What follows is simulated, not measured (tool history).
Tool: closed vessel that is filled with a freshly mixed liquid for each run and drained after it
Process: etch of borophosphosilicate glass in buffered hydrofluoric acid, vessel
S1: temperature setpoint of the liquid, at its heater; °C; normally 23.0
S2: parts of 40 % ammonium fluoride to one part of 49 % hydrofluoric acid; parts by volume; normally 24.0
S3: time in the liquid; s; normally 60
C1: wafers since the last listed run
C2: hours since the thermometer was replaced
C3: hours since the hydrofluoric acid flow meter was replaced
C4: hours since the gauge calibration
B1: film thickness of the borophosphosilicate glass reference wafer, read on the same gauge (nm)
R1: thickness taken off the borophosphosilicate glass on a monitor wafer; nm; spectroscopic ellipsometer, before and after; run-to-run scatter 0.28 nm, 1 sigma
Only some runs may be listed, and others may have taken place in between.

run,hour,S1,S2,S3,C1,C2,C3,C4,B1,R1
1,0.0,27.0,19.5,60,0,56.0,679.3,12.7,129.97,84.23
2,44.3,23.0,24.0,60,2770,100.3,723.6,57.0,130.01,58.32
3,91.0,23.0,24.0,60,2920,147.0,770.3,103.7,130.04,58.93
4,147.9,23.0,24.0,60,3558,203.9,827.2,160.6,129.98,58.54
5,191.7,23.0,24.0,70,2739,247.7,871.0,204.4,129.99,68.27
6,230.0,23.0,24.0,60,2395,286.0,909.3,242.7,129.97,58.30
7,282.5,23.0,24.0,60,3283,338.5,961.8,295.2,130.04,58.21
8,336.6,23.0,24.0,60,3383,392.6,1015.9,349.3,129.99,58.68
9,371.9,23.0,30.0,60,2207,427.9,1051.2,384.6,129.98,49.61
10,443.7,23.0,30.0,60,4490,499.7,1123.0,456.4,130.00,49.60
# hour 476.4: thermometer replaced
11,481.4,23.0,24.0,60,2295,5.0,1160.7,494.1,129.97,57.92
12,536.3,19.5,24.0,60,3433,59.9,1215.6,549.0,129.97,47.97
13,594.2,24.5,24.0,40,3621,117.8,1273.5,606.9,130.01,42.02
# hour 605.5: gauge calibrated
14,628.1,24.5,24.0,40,2120,151.7,1307.4,22.6,129.99,42.10
15,662.3,23.0,24.0,60,2138,185.9,1341.6,56.8,129.95,58.52
16,708.8,23.0,24.0,60,2908,232.4,1388.1,103.3,130.00,57.44
17,769.8,23.0,24.0,60,3814,293.4,1449.1,164.3,130.02,57.59
# hour 811.2: hydrofluoric acid flow meter replaced
18,833.6,23.0,21.0,45,3927,357.2,22.4,228.1,129.99,48.74
19,894.1,27.5,27.5,30,3783,417.7,82.9,288.6,129.99,34.84
20,941.6,26.5,24.0,35,2970,465.2,130.4,336.1,130.00,42.35
21,980.2,23.0,24.0,60,2414,503.8,169.0,374.7,130.00,59.57
# hour 987.3: thermometer replaced
22,1037.6,23.0,19.5,90,3527,50.3,226.4,432.1,129.98,102.69
23,1101.9,24.5,24.0,40,4021,114.6,290.7,496.4,129.99,43.04
24,1126.3,24.5,24.0,60,1525,139.0,315.1,520.8,130.02,64.33
25,1177.4,26.0,29.5,45,3195,190.1,366.2,571.9,130.00,45.13
26,1233.9,23.0,29.5,60,3533,246.6,422.7,628.4,130.02,51.13
# hour 1283.3: gauge calibrated
27,1284.4,25.5,24.0,30,3158,297.1,473.2,1.1,130.00,33.71
28,1407.4,18.5,24.0,75,7692,420.1,596.2,124.1,130.02,57.35

Each row is a separate what-if for the run after 28, all from the same tool condition, not one after another. Results?
A,1408.1,23.0,24.0,60,43,420.8,596.9,124.8,?,?
B,1408.1,27.0,30.0,60,43,420.8,596.9,124.8,?,?
C,1408.1,20.5,28.5,80,43,420.8,596.9,124.8,?,?
D,1408.1,20.0,27.5,95,43,420.8,596.9,124.8,?,?

run,B1,R1
A,130.01,59.11
B,130.01,62.58
C,130.01,60.96
D,130.01,72.16
Take away the tool's hidden state, keep each run's random variation, and the runs would have read:
run,R1
A,59.95
B,63.83
C,61.82
D,73.19

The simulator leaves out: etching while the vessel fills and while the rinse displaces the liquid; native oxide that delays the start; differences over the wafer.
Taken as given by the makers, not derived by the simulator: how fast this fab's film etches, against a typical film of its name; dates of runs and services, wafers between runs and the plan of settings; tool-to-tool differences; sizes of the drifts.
